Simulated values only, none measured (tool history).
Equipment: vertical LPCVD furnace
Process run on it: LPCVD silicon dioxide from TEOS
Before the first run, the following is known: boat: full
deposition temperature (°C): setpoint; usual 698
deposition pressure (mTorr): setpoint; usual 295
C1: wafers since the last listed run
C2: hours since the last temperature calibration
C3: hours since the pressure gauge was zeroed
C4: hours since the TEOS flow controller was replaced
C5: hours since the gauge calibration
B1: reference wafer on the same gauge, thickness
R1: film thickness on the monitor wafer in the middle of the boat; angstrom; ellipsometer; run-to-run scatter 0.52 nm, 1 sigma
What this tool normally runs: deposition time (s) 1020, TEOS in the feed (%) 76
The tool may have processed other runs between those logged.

Run 1, day 0.000: usual settings but deposition time (s) 1140; C1 0; C2 3210.5; C3 50.1; C4 1853.9; C5 42.9; B1 135.08. Result: R1 1531.3 angstrom.
Run 2, day 1.400: usual settings but deposition time (s) 1140; C1 353; C2 3244.1; C3 83.7; C4 1887.5; C5 76.5; B1 134.99. Result: R1 1512.7 angstrom.
Run 3, day 2.662: usual settings but deposition time (s) 1140; C1 318; C2 3274.4; C3 114.0; C4 1917.8; C5 106.8; B1 134.93. Result: R1 1533.9 angstrom.
Run 4, day 5.062: usual settings; C1 606; C2 3332.0; C3 171.6; C4 1975.4; C5 164.4; B1 135.01. Result: R1 1365.5 angstrom.
Run 5, day 6.962: usual settings; C1 480; C2 3377.6; C3 217.2; C4 2021.0; C5 210.0; B1 135.00. Result: R1 1369.8 angstrom.
Run 6, day 8.562: usual settings; C1 404; C2 3416.0; C3 255.6; C4 2059.4; C5 248.4; B1 135.02. Result: R1 1371.1 angstrom.
Run 7, day 10.238: usual settings; C1 423; C2 3456.2; C3 295.8; C4 2099.6; C5 288.6; B1 135.13. Result: R1 1378.9 angstrom.
At day 11.483: TEOS flow controller replaced.
Run 8, day 11.608: usual settings; C1 93; C2 3489.1; C3 328.7; C4 3.0; C5 321.5; B1 134.96. Result: R1 1375.4 angstrom.
Run 9, day 12.688: usual settings but deposition temperature (°C) 703, deposition pressure (mTorr) 225; C1 272; C2 3515.0; C3 354.6; C4 28.9; C5 347.4; B1 134.96. Result: R1 1352.7 angstrom.
Run 10, day 15.529: usual settings but deposition pressure (mTorr) 260, TEOS in the feed (%) 87; C1 717; C2 3583.2; C3 422.8; C4 97.1; C5 415.6; B1 134.98. Result: R1 1387.9 angstrom.
At day 18.558: thermocouples replaced and temperature profile calibrated.
Run 11, day 18.579: usual settings but deposition pressure (mTorr) 270, TEOS in the feed (%) 61; C1 517; C2 0.5; C3 496.0; C4 170.3; C5 488.8; B1 134.94. Result: R1 1136.2 angstrom.
Run 12, day 19.204: usual settings but deposition temperature (°C) 706, TEOS in the feed (%) 80; C1 157; C2 15.5; C3 511.0; C4 185.3; C5 503.8; B1 135.01. Result: R1 1636.3 angstrom.
Run 13, day 21.433: usual settings; C1 563; C2 69.0; C3 564.5; C4 238.8; C5 557.3; B1 134.94. Result: R1 1323.9 angstrom.
Run 14, day 23.938: usual settings but deposition time (s) 1410, TEOS in the feed (%) 70; C1 632; C2 129.1; C3 624.6; C4 298.9; C5 617.4; B1 134.98. Result: R1 1752.7 angstrom.
Run 15, day 26.646: usual settings but deposition temperature (°C) 695, deposition pressure (mTorr) 330, TEOS in the feed (%) 71; C1 684; C2 194.1; C3 689.6; C4 363.9; C5 682.4; B1 135.00. Result: R1 1256.2 angstrom.
Run 16, day 31.292: usual settings but deposition pressure (mTorr) 355, TEOS in the feed (%) 64; C1 1173; C2 305.6; C3 801.1; C4 475.4; C5 793.9; B1 134.95. Result: R1 1325.4 angstrom.
Run 17, day 33.492: usual settings but deposition temperature (°C) 704, deposition time (s) 1320, TEOS in the feed (%) 62; C1 555; C2 358.4; C3 853.9; C4 528.2; C5 846.7; B1 135.07. Result: R1 1787.5 angstrom.
Run 18, day 35.621: usual settings but deposition temperature (°C) 686, deposition pressure (mTorr) 325; C1 537; C2 409.5; C3 905.0; C4 579.3; C5 897.8; B1 134.89. Result: R1 1048.6 angstrom.
Run 19, day 37.458: usual settings but deposition temperature (°C) 703, deposition pressure (mTorr) 230, deposition time (s) 870, TEOS in the feed (%) 90; C1 464; C2 453.6; C3 949.1; C4 623.4; C5 941.9; B1 135.04. Result: R1 1210.0 angstrom.
Run 20, day 39.092: usual settings but deposition temperature (°C) 709, deposition pressure (mTorr) 330, deposition time (s) 1290, TEOS in the feed (%) 61; C1 412; C2 492.8; C3 988.3; C4 662.6; C5 981.1; B1 134.96. Result: R1 2057.0 angstrom.
Run 21, day 41.350: usual settings but deposition temperature (°C) 689, deposition pressure (mTorr) 350, deposition time (s) 1230, TEOS in the feed (%) 89; C1 570; C2 547.0; C3 1042.5; C4 716.8; C5 1035.3; B1 134.97. Result: R1 1512.5 angstrom.
Run 22, day 43.462: usual settings but TEOS in the feed (%) 85; C1 533; C2 597.7; C3 1093.2; C4 767.5; C5 1086.0; B1 134.93. Result: R1 1404.8 angstrom.
Run 23, day 45.529: usual settings; C1 522; C2 647.3; C3 1142.8; C4 817.1; C5 1135.6; B1 135.07. Result: R1 1329.5 angstrom.
Run 24, day 47.933: usual settings; C1 607; C2 705.0; C3 1200.5; C4 874.8; C5 1193.3; B1 135.06. Result: R1 1319.4 angstrom.
Run 25, day 49.550: usual settings but deposition temperature (°C) 702, deposition pressure (mTorr) 340, deposition time (s) 1350; C1 408; C2 743.8; C3 1239.3; C4 913.6; C5 1232.1; B1 134.94. Result: R1 2049.6 angstrom.
Run 26, day 51.204: usual settings but deposition temperature (°C) 704, TEOS in the feed (%) 82; C1 417; C2 783.5; C3 1279.0; C4 953.3; C5 1271.8; B1 135.01. Result: R1 1574.4 angstrom.
Run 27, day 52.667: usual settings but deposition pressure (mTorr) 265, deposition time (s) 1170; C1 369; C2 818.6; C3 1314.1; C4 988.4; C5 1306.9; B1 135.03. Result: R1 1443.8 angstrom.
Run 28, day 54.058: usual settings but deposition time (s) 900; C1 351; C2 852.0; C3 1347.5; C4 1021.8; C5 1340.3; B1 134.98. Result: R1 1170.8 angstrom.
Run 29, day 55.304: usual settings but deposition temperature (°C) 708, TEOS in the feed (%) 86; C1 314; C2 881.9; C3 1377.4; C4 1051.7; C5 1370.2; B1 135.03. Result: R1 1784.3 angstrom.
Run 30, day 56.312: usual settings; C1 254; C2 906.1; C3 1401.6; C4 1075.9; C5 1394.4; B1 135.07. Result: R1 1319.0 angstrom.
Run 31, day 59.204: usual settings but deposition temperature (°C) 687, deposition pressure (mTorr) 340, deposition time (s) 1290, TEOS in the feed (%) 64; C1 730; C2 975.5; C3 1471.0; C4 1145.3; C5 1463.8; B1 134.95. Result: R1 1279.3 angstrom.

Forecast each of these 4 alternatives for the next run:
Run A, day 59.379: usual settings; C1 44; C2 979.7; C3 1475.2; C4 1149.5; C5 1468.0; B1 ?. Result: R1 ?.
Run B, day 59.379: usual settings but deposition temperature (°C) 692, deposition pressure (mTorr) 320, TEOS in the feed (%) 84; C1 44; C2 979.7; C3 1475.2; C4 1149.5; C5 1468.0; B1 ?. Result: R1 ?.
Run C, day 59.379: usual settings but deposition temperature (°C) 688, deposition time (s) 900, TEOS in the feed (%) 67; C1 44; C2 979.7; C3 1475.2; C4 1149.5; C5 1468.0; B1 ?. Result: R1 ?.
Run D, day 59.379: usual settings but deposition temperature (°C) 706, deposition pressure (mTorr) 275, deposition time (s) 1320, TEOS in the feed (%) 81; C1 44; C2 979.7; C3 1475.2; C4 1149.5; C5 1468.0; B1 ?. Result: R1 ?.

run      B1      R1
  A  134.97  1317.4
  B  134.97  1253.0
  C  134.97   862.2
  D  134.97  2044.8
Without the tool's unlogged condition, the same runs would have read:
run      R1
  A  1300.3
  B  1236.5
  C   850.8
  D  2018.8
